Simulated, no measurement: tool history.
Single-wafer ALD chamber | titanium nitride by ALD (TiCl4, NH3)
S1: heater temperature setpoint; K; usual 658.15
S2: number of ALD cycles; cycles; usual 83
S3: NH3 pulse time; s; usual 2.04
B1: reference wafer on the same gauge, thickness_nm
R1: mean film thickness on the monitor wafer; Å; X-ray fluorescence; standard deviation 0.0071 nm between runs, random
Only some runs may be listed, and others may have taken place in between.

{"run": 1, "hour": 0.0, "S1": 654.15, "S2": 83, "S3": 2.04, "B1": 1.577, "R1": 17.79}
{"run": 2, "hour": 64.5, "S1": 654.15, "S2": 83, "S3": 2.04, "B1": 1.576, "R1": 17.9}
{"run": 3, "hour": 219.7, "S1": 658.15, "S2": 83, "S3": 2.04, "B1": 1.57, "R1": 17.8}
{"run": 4, "hour": 399.3, "S1": 658.15, "S2": 83, "S3": 2.04, "B1": 1.565, "R1": 17.9}
{"run": 5, "hour": 438.2, "S1": 658.15, "S2": 83, "S3": 2.04, "B1": 1.562, "R1": 17.81}
{"run": 6, "hour": 500.0, "S1": 653.15, "S2": 83, "S3": 2.04, "B1": 1.561, "R1": 17.65}
{"run": 7, "hour": 543.1, "S1": 653.15, "S2": 83, "S3": 2.04, "B1": 1.561, "R1": 17.73}
{"run": 8, "hour": 640.1, "S1": 653.15, "S2": 83, "S3": 2.04, "B1": 1.557, "R1": 17.76}
{"run": 9, "hour": 715.8, "S1": 658.15, "S2": 79, "S3": 2.04, "B1": 1.556, "R1": 16.78}
{"run": 10, "hour": 800.5, "S1": 658.15, "S2": 79, "S3": 2.04, "B1": 1.553, "R1": 16.76}
{"hour": 830.7, "done": "showerhead replaced"}
{"run": 11, "hour": 849.2, "S1": 658.15, "S2": 79, "S3": 2.04, "B1": 1.553, "R1": 16.85}
{"run": 12, "hour": 891.7, "S1": 658.15, "S2": 83, "S3": 2.04, "B1": 1.549, "R1": 17.66}
{"run": 13, "hour": 948.5, "S1": 658.15, "S2": 83, "S3": 2.04, "B1": 1.55, "R1": 17.66}
{"run": 14, "hour": 1038.3, "S1": 658.15, "S2": 83, "S3": 2.62, "B1": 1.546, "R1": 17.79}
{"run": 15, "hour": 1078.9, "S1": 658.15, "S2": 83, "S3": 2.04, "B1": 1.547, "R1": 17.55}
{"run": 16, "hour": 1142.5, "S1": 658.15, "S2": 83, "S3": 2.04, "B1": 1.542, "R1": 17.65}
{"run": 17, "hour": 1196.5, "S1": 658.15, "S2": 83, "S3": 2.04, "B1": 1.54, "R1": 17.53}
{"run": 18, "hour": 1382.0, "S1": 658.15, "S2": 83, "S3": 2.04, "B1": 1.534, "R1": 17.48}
{"run": 19, "hour": 1475.5, "S1": 646.15, "S2": 88, "S3": 1.56, "B1": 1.532, "R1": 17.76}
{"hour": 1493.0, "done": "thermocouple changed; heater temperature recalibrated"}
{"run": 20, "hour": 1565.9, "S1": 658.15, "S2": 83, "S3": 2.04, "B1": 1.528, "R1": 17.44}
{"run": 21, "hour": 1602.0, "S1": 673.15, "S2": 70, "S3": 1.51, "B1": 1.527, "R1": 14.36}
{"run": 22, "hour": 1651.1, "S1": 651.15, "S2": 69, "S3": 2.46, "B1": 1.527, "R1": 14.64}
{"run": 23, "hour": 1735.1, "S1": 658.15, "S2": 75, "S3": 1.8, "B1": 1.524, "R1": 15.6}
{"run": 24, "hour": 1802.4, "S1": 669.15, "S2": 89, "S3": 2.41, "B1": 1.523, "R1": 18.93}
{"run": 25, "hour": 1871.6, "S1": 663.15, "S2": 83, "S3": 2.04, "B1": 1.521, "R1": 17.49}
{"hour": 1919.1, "done": "gauge calibrated"}
{"run": 26, "hour": 1965.6, "S1": 658.15, "S2": 97, "S3": 2.04, "B1": 1.577, "R1": 20.91}
{"run": 27, "hour": 2035.6, "S1": 647.15, "S2": 97, "S3": 2.04, "B1": 1.576, "R1": 20.85}
{"run": 28, "hour": 2139.2, "S1": 658.15, "S2": 83, "S3": 2.04, "B1": 1.574, "R1": 17.86}
{"run": 29, "hour": 2179.0, "S1": 672.15, "S2": 69, "S3": 2.72, "B1": 1.572, "R1": 15.19}
{"run": 30, "hour": 2477.0, "S1": 658.15, "S2": 83, "S3": 2.04, "B1": 1.561, "R1": 17.78}
{"run": 31, "hour": 2524.0, "S1": 658.15, "S2": 73, "S3": 1.26, "B1": 1.561, "R1": 14.53}
{"run": 32, "hour": 2584.2, "S1": 651.15, "S2": 98, "S3": 1.56, "B1": 1.56, "R1": 20.18}
{"run": 33, "hour": 2671.6, "S1": 653.15, "S2": 83, "S3": 2.04, "B1": 1.558, "R1": 17.77}
{"run": 34, "hour": 2750.9, "S1": 658.15, "S2": 83, "S3": 2.04, "B1": 1.552, "R1": 17.79}

Measured result minus the same run's result without the hidden state. Both carry the same run-to-run variation, though not necessarily the same gauge scatter:
The tool's hidden condition here consists of: wafer temperature above the value expected at the setpoint (K); gauge reads high (%).
run=1 R1=-0.03
run=2 R1=-0.05
run=3 R1=-0.1
run=4 R1=-0.17
run=5 R1=-0.18
run=6 R1=-0.19
run=7 R1=-0.21
run=8 R1=-0.25
run=9 R1=-0.27
run=10 R1=-0.29
run=11 R1=-0.31
run=12 R1=-0.34
run=13 R1=-0.36
run=14 R1=-0.39
run=15 R1=-0.4
run=16 R1=-0.43
run=17 R1=-0.45
run=18 R1=-0.51
run=19 R1=-0.56
run=20 R1=-0.58
run=21 R1=-0.49
run=22 R1=-0.51
run=23 R1=-0.57
run=24 R1=-0.73
run=25 R1=-0.69
run=26 R1=-0.03
run=27 R1=-0.05
run=28 R1=-0.08
run=29 R1=-0.08
run=30 R1=-0.2
run=31 R1=-0.17
run=32 R1=-0.28
run=33 R1=-0.27
run=34 R1=-0.31

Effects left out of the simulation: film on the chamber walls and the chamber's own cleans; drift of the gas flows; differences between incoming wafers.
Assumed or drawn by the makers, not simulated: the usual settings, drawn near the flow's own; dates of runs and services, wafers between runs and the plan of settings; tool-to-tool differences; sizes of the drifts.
